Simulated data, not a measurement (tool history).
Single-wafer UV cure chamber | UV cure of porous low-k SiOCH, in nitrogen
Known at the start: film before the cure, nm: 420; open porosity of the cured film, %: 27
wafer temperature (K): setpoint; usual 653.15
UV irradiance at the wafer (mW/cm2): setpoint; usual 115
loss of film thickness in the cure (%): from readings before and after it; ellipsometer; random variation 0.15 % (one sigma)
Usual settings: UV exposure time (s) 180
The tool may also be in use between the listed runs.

run,hour,wafer temperature (K),UV exposure time (s),UV irradiance at the wafer (mW/cm2),wafers since the last listed run,hours since the UV bulbs were replaced,wafers since the quartz window was cleaned,loss of film thickness in the cure (%)
1,0.0,653.15,180,115,0,1766.3,3908,10.882
# hour 41.8: quartz window cleaned
2,83.9,653.15,180,115,383,1850.2,212,11.351
3,129.9,653.15,180,115,232,1896.2,444,11.415
4,228.7,653.15,180,115,498,1995.0,943,11.085
5,275.1,653.15,225,139,234,2041.4,1177,13.452
6,353.8,653.15,180,115,397,2120.1,1574,11.138
7,463.4,653.15,180,115,553,2229.7,2128,10.939
8,551.0,642.15,180,126,442,2317.3,2570,10.680
9,643.0,653.15,180,141,464,2409.3,3034,11.621
10,718.0,653.15,100,115,378,2484.3,3413,7.521
# hour 726.8: UV bulbs replaced
11,813.9,653.15,180,115,443,87.1,3857,11.933
12,872.8,653.15,180,115,297,146.0,4154,11.928
13,937.3,647.15,120,115,325,210.5,4480,9.417
14,976.3,653.15,140,115,196,249.5,4676,10.067
15,1071.4,663.15,130,78,480,344.6,5157,7.887
# hour 1109.6: quartz window cleaned
16,1152.3,653.15,180,115,368,425.5,215,12.486
17,1194.2,653.15,250,115,211,467.4,426,14.089
18,1243.3,653.15,140,115,247,516.5,674,11.122
19,1345.3,653.15,180,89,514,618.5,1189,11.087
20,1410.7,653.15,140,104,330,683.9,1519,10.528
21,1459.4,664.15,135,138,245,732.6,1765,11.896
22,1552.9,653.15,85,84,472,826.1,2237,6.946
23,1652.6,647.15,250,130,503,925.8,2740,13.949
24,1734.2,653.15,180,115,411,1007.4,3152,11.604
25,1830.1,661.15,235,132,484,1103.3,3636,13.618

Forecast each of these 4 alternatives for the next run:
A,1830.6,653.15,110,115,2,1103.8,3639,?
B,1830.6,653.15,180,97,2,1103.8,3639,?
C,1830.6,665.15,150,135,2,1103.8,3639,?
D,1830.6,653.15,150,115,2,1103.8,3639,?

run,loss of film thickness in the cure (%)
A,9.157
B,10.766
C,11.770
D,10.705
Without the tool's hidden state the same runs would have given:
run,loss of film thickness in the cure (%)
A,10.461
B,12.109
C,13.135
D,12.046
